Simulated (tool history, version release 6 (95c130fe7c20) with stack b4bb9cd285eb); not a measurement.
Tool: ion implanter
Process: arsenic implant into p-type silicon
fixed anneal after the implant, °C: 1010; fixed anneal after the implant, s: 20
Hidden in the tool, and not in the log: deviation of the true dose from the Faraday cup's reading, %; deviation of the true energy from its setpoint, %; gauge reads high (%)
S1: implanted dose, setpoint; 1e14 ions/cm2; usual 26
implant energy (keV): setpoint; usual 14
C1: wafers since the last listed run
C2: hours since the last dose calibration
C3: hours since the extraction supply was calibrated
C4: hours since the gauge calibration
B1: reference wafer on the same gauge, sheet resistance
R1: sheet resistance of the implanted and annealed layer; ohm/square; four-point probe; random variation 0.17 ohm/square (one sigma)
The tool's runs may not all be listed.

run 1 hour=0 | S1=24.38 implant_energy_(keV)=14 | C1=0 C2=1646.6 C3=1209.8 C4=1377 | B1=124.02 | R1=113.23
run 2 hour=27.4 | S1=24.38 implant_energy_(keV)=14 | C1=390 C2=1674 C3=1237.2 C4=1404.4 | B1=124.05 | R1=113.45
run 3 hour=90 | S1=24.38 implant_energy_(keV)=14 | C1=892 C2=1736.6 C3=1299.8 C4=1467 | B1=123.98 | R1=113.28
run 4 hour=259.2 | S1=30.17 implant_energy_(keV)=14 | C1=2410 C2=1905.8 C3=1469 C4=1636.2 | B1=123.96 | R1=110.4
run 5 hour=310.3 | S1=26 implant_energy_(keV)=14 | C1=728 C2=1956.9 C3=1520.1 C4=1687.3 | B1=123.99 | R1=112.79
run 6 hour=341.4 | S1=30.77 implant_energy_(keV)=14 | C1=443 C2=1988 C3=1551.2 C4=1718.4 | B1=124.04 | R1=110.06
run 7 hour=406 | S1=30.77 implant_energy_(keV)=14 | C1=920 C2=2052.6 C3=1615.8 C4=1783 | B1=124.03 | R1=109.91
run 8 hour=439.5 | S1=23.37 implant_energy_(keV)=14 | C1=477 C2=2086.1 C3=1649.3 C4=1816.5 | B1=124 | R1=113.81
run 9 hour=469.6 | S1=23.37 implant_energy_(keV)=14 | C1=428 C2=2116.2 C3=1679.4 C4=1846.6 | B1=124.01 | R1=114.01
-- hour=503.9 gauge calibrated
run 10 hour=527.2 | S1=26 implant_energy_(keV)=14 | C1=820 C2=2173.8 C3=1737 C4=23.3 | B1=123.98 | R1=112.11
-- hour=579.4 Faraday cup replaced and dose calibrated
run 11 hour=579.9 | S1=26 implant_energy_(keV)=14 | C1=636 C2=0.5 C3=1789.7 C4=76 | B1=124.01 | R1=112.51
run 12 hour=620.4 | S1=26 implant_energy_(keV)=14 | C1=577 C2=41 C3=1830.2 C4=116.5 | B1=123.98 | R1=112.56
run 13 hour=657.9 | S1=26 implant_energy_(keV)=14 | C1=534 C2=78.5 C3=1867.7 C4=154 | B1=124.05 | R1=112.65
run 14 hour=719.2 | S1=26 implant_energy_(keV)=14 | C1=873 C2=139.8 C3=1929 C4=215.3 | B1=123.99 | R1=112.39
run 15 hour=761.1 | S1=26 implant_energy_(keV)=14 | C1=597 C2=181.7 C3=1970.9 C4=257.2 | B1=124.03 | R1=112.43
run 16 hour=818.8 | S1=26 implant_energy_(keV)=14 | C1=822 C2=239.4 C3=2028.6 C4=314.9 | B1=124.02 | R1=112.58
run 17 hour=847.9 | S1=26 implant_energy_(keV)=14 | C1=414 C2=268.5 C3=2057.7 C4=344 | B1=124 | R1=112.25
run 18 hour=912.5 | S1=26 implant_energy_(keV)=12.5 | C1=920 C2=333.1 C3=2122.3 C4=408.6 | B1=124 | R1=114.91
run 19 hour=961.9 | S1=26 implant_energy_(keV)=14 | C1=703 C2=382.5 C3=2171.7 C4=458 | B1=123.96 | R1=112.38
run 20 hour=986.4 | S1=32.96 implant_energy_(keV)=12 | C1=349 C2=407 C3=2196.2 C4=482.5 | B1=123.94 | R1=112.04
run 21 hour=1057.4 | S1=26 implant_energy_(keV)=14 | C1=1011 C2=478 C3=2267.2 C4=553.5 | B1=124 | R1=112.34
run 22 hour=1097.8 | S1=26 implant_energy_(keV)=14 | C1=575 C2=518.4 C3=2307.6 C4=593.9 | B1=124 | R1=112.21
run 23 hour=1141.6 | S1=33.79 implant_energy_(keV)=16 | C1=624 C2=562.2 C3=2351.4 C4=637.7 | B1=124 | R1=105.39
run 24 hour=1183 | S1=26 implant_energy_(keV)=17 | C1=589 C2=603.6 C3=2392.8 C4=679.1 | B1=123.97 | R1=107.1
run 25 hour=1208 | S1=30.23 implant_energy_(keV)=16 | C1=356 C2=628.6 C3=2417.8 C4=704.1 | B1=124.01 | R1=106.95
run 26 hour=1258.2 | S1=24.38 implant_energy_(keV)=14 | C1=715 C2=678.8 C3=2468 C4=754.3 | B1=123.98 | R1=113.46
-- hour=1302.3 extraction supply calibrated
run 27 hour=1315.5 | S1=23.79 implant_energy_(keV)=17 | C1=702 C2=736.1 C3=13.2 C4=811.6 | B1=123.96 | R1=107.64
run 28 hour=1370.5 | S1=26 implant_energy_(keV)=14 | C1=783 C2=791.1 C3=68.2 C4=866.6 | B1=124 | R1=111.87
run 29 hour=1397.9 | S1=26 implant_energy_(keV)=16 | C1=390 C2=818.5 C3=95.6 C4=894 | B1=124 | R1=107.86
run 30 hour=1463.9 | S1=26 implant_energy_(keV)=14 | C1=940 C2=884.5 C3=161.6 C4=960 | B1=124 | R1=111.75
run 31 hour=1488.2 | S1=26 implant_energy_(keV)=14 | C1=346 C2=908.8 C3=185.9 C4=984.3 | B1=124 | R1=111.85
run 32 hour=1516.2 | S1=28.52 implant_energy_(keV)=11 | C1=398 C2=936.8 C3=213.9 C4=1012.3 | B1=124.03 | R1=115.61
run 33 hour=1573.9 | S1=21.11 implant_energy_(keV)=17.5 | C1=822 C2=994.5 C3=271.6 C4=1070 | B1=124.02 | R1=109.3
run 34 hour=1636.4 | S1=21.81 implant_energy_(keV)=15.5 | C1=890 C2=1057 C3=334.1 C4=1132.5 | B1=123.98 | R1=111.99

5 ways to go on from here, each from the tool as it stands after run 34. What would each give?
run A hour=1636.8 | S1=26 implant_energy_(keV)=14 | C1=5 C2=1057.4 C3=334.5 C4=1132.9 | B1=? | R1=?
run B hour=1636.8 | S1=26 implant_energy_(keV)=18 | C1=5 C2=1057.4 C3=334.5 C4=1132.9 | B1=? | R1=?
run C hour=1636.8 | S1=28.15 implant_energy_(keV)=14 | C1=5 C2=1057.4 C3=334.5 C4=1132.9 | B1=? | R1=?
run D hour=1636.8 | S1=32.81 implant_energy_(keV)=12.5 | C1=5 C2=1057.4 C3=334.5 C4=1132.9 | B1=? | R1=?
run E hour=1636.8 | S1=21.42 implant_energy_(keV)=9 | C1=5 C2=1057.4 C3=334.5 C4=1132.9 | B1=? | R1=?

run=A B1=124.01 R1=112.01
run=B B1=124.01 R1=104.97
run=C B1=124.01 R1=110.83
run=D B1=124.01 R1=111.07
run=E B1=124.01 R1=124.27
Without the tool's hidden state the same runs would have given:
run=A R1=111.64
run=B R1=104.5
run=C R1=110.46
run=D R1=110.76
run=E R1=124.02
